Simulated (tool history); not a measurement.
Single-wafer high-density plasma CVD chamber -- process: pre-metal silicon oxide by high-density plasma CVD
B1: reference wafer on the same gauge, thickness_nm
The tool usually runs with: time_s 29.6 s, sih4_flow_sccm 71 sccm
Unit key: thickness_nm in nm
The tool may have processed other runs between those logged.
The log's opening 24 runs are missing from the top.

{"run": 25, "hour": 329.4, "time_s": 31.6, "sih4_flow_sccm": 82, "B1": 158.986, "thickness_nm": 251.652}
{"run": 26, "hour": 341.7, "time_s": 27, "sih4_flow_sccm": 58, "B1": 159.06, "thickness_nm": 156.035}
{"run": 27, "hour": 359.3, "time_s": 24.6, "sih4_flow_sccm": 61, "B1": 159.024, "thickness_nm": 148.962}
{"run": 28, "hour": 367.4, "time_s": 27.6, "sih4_flow_sccm": 80, "B1": 158.972, "thickness_nm": 214.288}
{"run": 29, "hour": 376.7, "time_s": 29.6, "sih4_flow_sccm": 57, "B1": 159.073, "thickness_nm": 168.187}
{"run": 30, "hour": 389.9, "time_s": 29.6, "sih4_flow_sccm": 71, "B1": 159.006, "thickness_nm": 206.648}
{"run": 31, "hour": 397.5, "time_s": 32.3, "sih4_flow_sccm": 63, "B1": 158.951, "thickness_nm": 200.848}
{"run": 32, "hour": 412.9, "time_s": 25.2, "sih4_flow_sccm": 64, "B1": 158.964, "thickness_nm": 159.529}
{"run": 33, "hour": 429.8, "time_s": 26.9, "sih4_flow_sccm": 63, "B1": 159.102, "thickness_nm": 167.986}
{"hour": 444.3, "done": "gauge calibrated"}
{"hour": 445.6, "done": "silane flow controller replaced"}
{"run": 34, "hour": 446.1, "time_s": 29.6, "sih4_flow_sccm": 71, "B1": 159.031, "thickness_nm": 195.841}
{"run": 35, "hour": 449.5, "time_s": 29.6, "sih4_flow_sccm": 71, "B1": 159.052, "thickness_nm": 195.732}
{"run": 36, "hour": 460.0, "time_s": 29.6, "sih4_flow_sccm": 79, "B1": 159.005, "thickness_nm": 216.745}
{"run": 37, "hour": 513.4, "time_s": 27.6, "sih4_flow_sccm": 80, "B1": 159.026, "thickness_nm": 204.691}
{"run": 38, "hour": 530.0, "time_s": 33.9, "sih4_flow_sccm": 63, "B1": 159.045, "thickness_nm": 201.627}
{"run": 39, "hour": 542.5, "time_s": 31.9, "sih4_flow_sccm": 60, "B1": 159.084, "thickness_nm": 182.003}
{"run": 40, "hour": 549.2, "time_s": 34.1, "sih4_flow_sccm": 71, "B1": 158.922, "thickness_nm": 226.98}
{"run": 41, "hour": 558.7, "time_s": 34.2, "sih4_flow_sccm": 82, "B1": 159.032, "thickness_nm": 261.435}
{"run": 42, "hour": 570.3, "time_s": 25.5, "sih4_flow_sccm": 71, "B1": 158.979, "thickness_nm": 169.353}
{"run": 43, "hour": 584.8, "time_s": 25.7, "sih4_flow_sccm": 67, "B1": 159.055, "thickness_nm": 162.007}
{"run": 44, "hour": 602.5, "time_s": 27.3, "sih4_flow_sccm": 61, "B1": 159.017, "thickness_nm": 158.232}

The next listed run, before its measurement:
{"run": 45, "hour": 609.3, "time_s": 31.2, "sih4_flow_sccm": 77, "B1": "?", "thickness_nm": "?"}

{"run 45": {"B1": 158.952, "thickness_nm": 224.533}}
Were there no unlogged condition in the tool, this run, its random variation unchanged, would have produced thickness_nm 222.21 nm.
